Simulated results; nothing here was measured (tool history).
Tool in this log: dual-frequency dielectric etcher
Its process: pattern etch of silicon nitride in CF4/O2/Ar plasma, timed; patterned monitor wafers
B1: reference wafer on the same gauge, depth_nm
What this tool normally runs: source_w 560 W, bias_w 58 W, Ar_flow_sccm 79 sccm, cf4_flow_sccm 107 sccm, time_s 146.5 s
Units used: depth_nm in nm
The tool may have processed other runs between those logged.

{"run": 1, "hour": 0.0, "source_w": 440, "bias_w": 58, "Ar_flow_sccm": 79, "cf4_flow_sccm": 107, "time_s": 146.5, "B1": 350.4, "depth_nm": 266.4}
{"run": 2, "hour": 13.6, "source_w": 500, "bias_w": 58, "Ar_flow_sccm": 66, "cf4_flow_sccm": 91, "time_s": 146.5, "B1": 350.8, "depth_nm": 313.6}
{"run": 3, "hour": 35.6, "source_w": 560, "bias_w": 58, "Ar_flow_sccm": 79, "cf4_flow_sccm": 107, "time_s": 146.5, "B1": 350.4, "depth_nm": 347.5}
{"run": 4, "hour": 68.7, "source_w": 560, "bias_w": 58, "Ar_flow_sccm": 79, "cf4_flow_sccm": 107, "time_s": 146.5, "B1": 351.5, "depth_nm": 351.9}
{"run": 5, "hour": 121.9, "source_w": 560, "bias_w": 58, "Ar_flow_sccm": 95, "cf4_flow_sccm": 107, "time_s": 146.5, "B1": 341.0, "depth_nm": 329.8}
{"run": 6, "hour": 130.1, "source_w": 560, "bias_w": 58, "Ar_flow_sccm": 79, "cf4_flow_sccm": 107, "time_s": 146.5, "B1": 341.1, "depth_nm": 337.6}
{"run": 7, "hour": 160.4, "source_w": 560, "bias_w": 58, "Ar_flow_sccm": 79, "cf4_flow_sccm": 107, "time_s": 146.5, "B1": 341.5, "depth_nm": 338.5}
{"run": 8, "hour": 185.9, "source_w": 640, "bias_w": 58, "Ar_flow_sccm": 70, "cf4_flow_sccm": 100, "time_s": 146.5, "B1": 342.2, "depth_nm": 398.6}
{"run": 9, "hour": 205.2, "source_w": 690, "bias_w": 66, "Ar_flow_sccm": 79, "cf4_flow_sccm": 107, "time_s": 160.5, "B1": 341.8, "depth_nm": 473.5}
{"run": 10, "hour": 219.3, "source_w": 680, "bias_w": 62, "Ar_flow_sccm": 79, "cf4_flow_sccm": 84, "time_s": 180.0, "B1": 342.2, "depth_nm": 508.6}
{"run": 11, "hour": 243.3, "source_w": 560, "bias_w": 58, "Ar_flow_sccm": 79, "cf4_flow_sccm": 107, "time_s": 146.5, "B1": 342.9, "depth_nm": 341.9}
{"run": 12, "hour": 258.3, "source_w": 560, "bias_w": 58, "Ar_flow_sccm": 79, "cf4_flow_sccm": 107, "time_s": 146.5, "B1": 343.1, "depth_nm": 338.4}
{"run": 13, "hour": 277.6, "source_w": 560, "bias_w": 52, "Ar_flow_sccm": 98, "cf4_flow_sccm": 89, "time_s": 146.5, "B1": 343.3, "depth_nm": 312.8}
{"run": 14, "hour": 292.6, "source_w": 560, "bias_w": 58, "Ar_flow_sccm": 79, "cf4_flow_sccm": 107, "time_s": 146.5, "B1": 343.5, "depth_nm": 340.1}
{"run": 15, "hour": 309.2, "source_w": 680, "bias_w": 58, "Ar_flow_sccm": 79, "cf4_flow_sccm": 129, "time_s": 167.0, "B1": 343.3, "depth_nm": 485.1}
{"run": 16, "hour": 330.8, "source_w": 560, "bias_w": 52, "Ar_flow_sccm": 98, "cf4_flow_sccm": 89, "time_s": 146.5, "B1": 343.6, "depth_nm": 315.4}
{"run": 17, "hour": 434.8, "source_w": 560, "bias_w": 58, "Ar_flow_sccm": 87, "cf4_flow_sccm": 107, "time_s": 146.5, "B1": 345.0, "depth_nm": 337.1}
{"run": 18, "hour": 535.4, "source_w": 480, "bias_w": 58, "Ar_flow_sccm": 88, "cf4_flow_sccm": 120, "time_s": 146.5, "B1": 346.7, "depth_nm": 292.2}
{"run": 19, "hour": 559.5, "source_w": 560, "bias_w": 64, "Ar_flow_sccm": 68, "cf4_flow_sccm": 107, "time_s": 146.5, "B1": 347.0, "depth_nm": 362.6}
{"run": 20, "hour": 580.3, "source_w": 560, "bias_w": 65, "Ar_flow_sccm": 79, "cf4_flow_sccm": 107, "time_s": 114.5, "B1": 347.1, "depth_nm": 278.8}
{"run": 21, "hour": 602.2, "source_w": 560, "bias_w": 72, "Ar_flow_sccm": 79, "cf4_flow_sccm": 132, "time_s": 146.5, "B1": 347.6, "depth_nm": 378.2}
{"run": 22, "hour": 637.8, "source_w": 560, "bias_w": 58, "Ar_flow_sccm": 79, "cf4_flow_sccm": 107, "time_s": 146.5, "B1": 348.1, "depth_nm": 343.9}

Taken out of this log: 6 entries between the listed runs. Where each belongs, and how the hidden state differs across it:
From run 1 to run 2: Ar flow controller replaced (hour 11.2)
  gauge reads high (%): 3.1 -> 3.15
  measured value less the no-hidden-state value, depth_nm: +8.0 -> +9.5 nm
From run 4 to run 5: bias power generator calibrated (hour 76.1); gauge calibrated (hour 111.3); wet clean of the chamber (hour 121.4)
  gauge reads high (%): 3.37 -> 0.299
  measured value less the no-hidden-state value, depth_nm: +11.5 -> +1.0 nm
From run 7 to run 8: CF4 flow controller replaced (hour 184.9)
  gauge reads high (%): 0.453 -> 0.555
  measured value less the no-hidden-state value, depth_nm: +1.6 -> +2.2 nm
From run 16 to run 17: upper electrode replaced (hour 356.5)
  gauge reads high (%): 1.13 -> 1.55
  measured value less the no-hidden-state value, depth_nm: +3.6 -> +5.2 nm
